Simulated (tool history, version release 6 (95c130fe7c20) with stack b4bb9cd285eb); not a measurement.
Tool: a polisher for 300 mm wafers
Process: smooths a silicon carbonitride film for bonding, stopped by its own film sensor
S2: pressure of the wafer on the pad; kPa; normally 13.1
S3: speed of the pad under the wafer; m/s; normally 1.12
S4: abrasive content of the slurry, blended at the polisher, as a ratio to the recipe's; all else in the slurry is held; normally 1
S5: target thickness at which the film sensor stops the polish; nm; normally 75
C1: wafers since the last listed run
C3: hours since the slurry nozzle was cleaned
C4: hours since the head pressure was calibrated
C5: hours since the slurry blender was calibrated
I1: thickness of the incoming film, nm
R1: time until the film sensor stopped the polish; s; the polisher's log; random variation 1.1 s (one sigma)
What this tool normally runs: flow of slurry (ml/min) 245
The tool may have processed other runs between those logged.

Run 1, hour 0: usual settings but S3 1 m/s; C1 0; wafers polished on this pad 2462; C3 854; C4 1003.6; C5 339.4; I1 99.7. Result: R1 106.4 s.
At hour 11.9: slurry nozzle cleaned.
Run 2, hour 101.9: usual settings but S3 0.8 m/s; C1 560; wafers polished on this pad 3023; C3 90; C4 1105.5; C5 441.3; I1 99.4. Result: R1 112.8 s.
At hour 112.5: slurry blender recalibrated.
At hour 125.4: worn pad replaced by a new one.
Run 3, hour 165.5: usual settings but S3 0.8 m/s; C1 319; wafers polished on this pad 222; C3 153.6; C4 1169.1; C5 53; I1 100.7. Result: R1 114.1 s.
At hour 276.6: head pressure recalibrated.
Run 4, hour 379.9: usual settings but S3 0.8 m/s; C1 1179; wafers polished on this pad 1401; C3 368; C4 103.3; C5 267.4; I1 100.4. Result: R1 123.4 s.
Run 5, hour 443.6: usual settings; C1 353; wafers polished on this pad 1755; C3 431.7; C4 167; C5 331.1; I1 99.6. Result: R1 101.8 s.
Run 6, hour 503.5: usual settings but flow of slurry (ml/min) 285, S4 0.9; C1 332; wafers polished on this pad 2087; C3 491.6; C4 226.9; C5 391; I1 99.8. Result: R1 108.8 s.
At hour 552.6: worn pad replaced by a new one.
At hour 568.5: slurry blender recalibrated.
Run 7, hour 571.8: usual settings but flow of slurry (ml/min) 285, S4 0.9; C1 345; wafers polished on this pad 95; C3 559.9; C4 295.2; C5 3.3; I1 98.3. Result: R1 85.1 s.
Run 8, hour 635.6: usual settings but flow of slurry (ml/min) 285, S4 0.9; C1 354; wafers polished on this pad 449; C3 623.7; C4 359; C5 67.1; I1 99.6. Result: R1 90.7 s.
Run 9, hour 704.7: usual settings but S4 1.2, S5 78 nm; C1 383; wafers polished on this pad 833; C3 692.8; C4 428.1; C5 136.2; I1 99.9. Result: R1 74.3 s.
At hour 725: slurry nozzle cleaned.
Run 10, hour 810.5: usual settings; C1 581; wafers polished on this pad 1414; C3 85.5; C4 533.9; C5 242; I1 100.3. Result: R1 89.7 s.
Run 11, hour 917: usual settings; C1 591; wafers polished on this pad 2006; C3 192; C4 640.4; C5 348.5; I1 98.2. Result: R1 89.2 s.
Run 12, hour 1027.6: usual settings; C1 614; wafers polished on this pad 2620; C3 302.6; C4 751; C5 459.1; I1 101.3. Result: R1 107.1 s.
At hour 1035.6: slurry blender recalibrated.
At hour 1048.8: worn pad replaced by a new one.
Run 13, hour 1093: usual settings; C1 329; wafers polished on this pad 245; C3 368; C4 816.4; C5 57.4; I1 100.1. Result: R1 88 s.
Run 14, hour 1158.4: usual settings but S3 0.88 m/s; C1 363; wafers polished on this pad 608; C3 433.4; C4 881.8; C5 122.8; I1 99.3. Result: R1 102.3 s.
Run 15, hour 1202.2: usual settings but S3 0.88 m/s; C1 243; wafers polished on this pad 851; C3 477.2; C4 925.6; C5 166.6; I1 99.9. Result: R1 107 s.
Run 16, hour 1263.2: usual settings but S3 1.46 m/s, S4 1.15; C1 338; wafers polished on this pad 1190; C3 538.2; C4 986.6; C5 227.6; I1 100. Result: R1 72.5 s.
Run 17, hour 1347.3: usual settings but S2 9.7 kPa, S3 1.42 m/s, S4 0.85, S5 70 nm; C1 466; wafers polished on this pad 1657; C3 622.3; C4 1070.7; C5 311.7; I1 98.6. Result: R1 134.3 s.
Run 18, hour 1449.7: usual settings; C1 568; wafers polished on this pad 2225; C3 724.7; C4 1173.1; C5 414.1; I1 98.2. Result: R1 95.2 s.
Run 19, hour 1504.5: usual settings but S4 0.75, S5 84 nm; C1 304; wafers polished on this pad 2529; C3 779.5; C4 1227.9; C5 468.9; I1 101.5. Result: R1 86.3 s.
At hour 1527.4: slurry nozzle cleaned.
At hour 1533.1: worn pad replaced by a new one.
Run 20, hour 1541: usual settings; C1 174; wafers polished on this pad 43; C3 13.6; C4 1264.4; C5 505.4; I1 99.4. Result: R1 93.4 s.
At hour 1587.3: slurry blender recalibrated.
Run 21, hour 1627.9: usual settings but S2 11 kPa, S3 1.4 m/s, S4 1.15; C1 471; wafers polished on this pad 515; C3 100.5; C4 1351.3; C5 40.6; I1 101. Result: R1 80.1 s.
At hour 1654.3: head pressure recalibrated.
Run 22, hour 1703.2: usual settings but flow of slurry (ml/min) 220, S3 0.9 m/s; C1 406; wafers polished on this pad 922; C3 175.8; C4 48.9; C5 115.9; I1 101.3. Result: R1 104.6 s.
Run 23, hour 2000.5: usual settings but flow of slurry (ml/min) 320, S5 67 nm; C1 1650; wafers polished on this pad 2572; C3 473.1; C4 346.2; C5 413.2; I1 101. Result: R1 129.4 s.
Run 24, hour 2039.9: usual settings but S4 1.2, S5 67 nm; C1 218; wafers polished on this pad 2791; C3 512.5; C4 385.6; C5 452.6; I1 98.8. Result: R1 112.5 s.
At hour 2066.3: worn pad replaced by a new one.
Run 25, hour 2127.5: usual settings but S2 11 kPa, S3 1.4 m/s; C1 464; wafers polished on this pad 339; C3 600.1; C4 473.2; C5 540.2; I1 100.8. Result: R1 107.8 s.
At hour 2156.9: slurry blender recalibrated.
At hour 2198.2: slurry nozzle cleaned.
Run 26, hour 2223.8: usual settings but S3 0.88 m/s; C1 517; wafers polished on this pad 857; C3 25.6; C4 569.5; C5 66.9; I1 98.7. Result: R1 94.4 s.
Run 27, hour 2261.7: usual settings; C1 210; wafers polished on this pad 1068; C3 63.5; C4 607.4; C5 104.8; I1 99.7. Result: R1 85.2 s.
Run 28, hour 2344.1: usual settings but S3 1 m/s, S5 78 nm; C1 457; wafers polished on this pad 1525; C3 145.9; C4 689.8; C5 187.2; I1 100.3. Result: R1 83.3 s.
Run 29, hour 2394.4: usual settings but flow of slurry (ml/min) 325, S3 0.98 m/s; C1 279; wafers polished on this pad 1804; C3 196.2; C4 740.1; C5 237.5; I1 99.4. Result: R1 94.1 s.
Run 30, hour 2498.5: usual settings but flow of slurry (ml/min) 205, S2 9 kPa; C1 577; wafers polished on this pad 2382; C3 300.3; C4 844.2; C5 341.6; I1 100.8. Result: R1 141.5 s.

Consider 4 possible next runs. They are alternatives, not a sequence: every one starts from the tool as it was left by run 30. What does each give?
Run A, hour 2499: usual settings but flow of slurry (ml/min) 175; C1 2; wafers polished on this pad 2385; C3 300.8; C4 844.7; C5 342.1; I1 100. Result: R1 ?.
Run B, hour 2499: usual settings but S4 1.1; C1 2; wafers polished on this pad 2385; C3 300.8; C4 844.7; C5 342.1; I1 100. Result: R1 ?.
Run C, hour 2499: usual settings but flow of slurry (ml/min) 320, S2 9 kPa, S3 0.86 m/s, S4 0.8; C1 2; wafers polished on this pad 2385; C3 300.8; C4 844.7; C5 342.1; I1 100. Result: R1 ?.
Run D, hour 2499: usual settings but S3 0.98 m/s; C1 2; wafers polished on this pad 2385; C3 300.8; C4 844.7; C5 342.1; I1 100. Result: R1 ?.

run     R1
  A  103.9
  B   91.9
  C  166.5
  D  105.1
With no hidden state in the tool, these same runs would have given:
run     R1
  A   85.3
  B   77.8
  C  140.2
  D   88.4
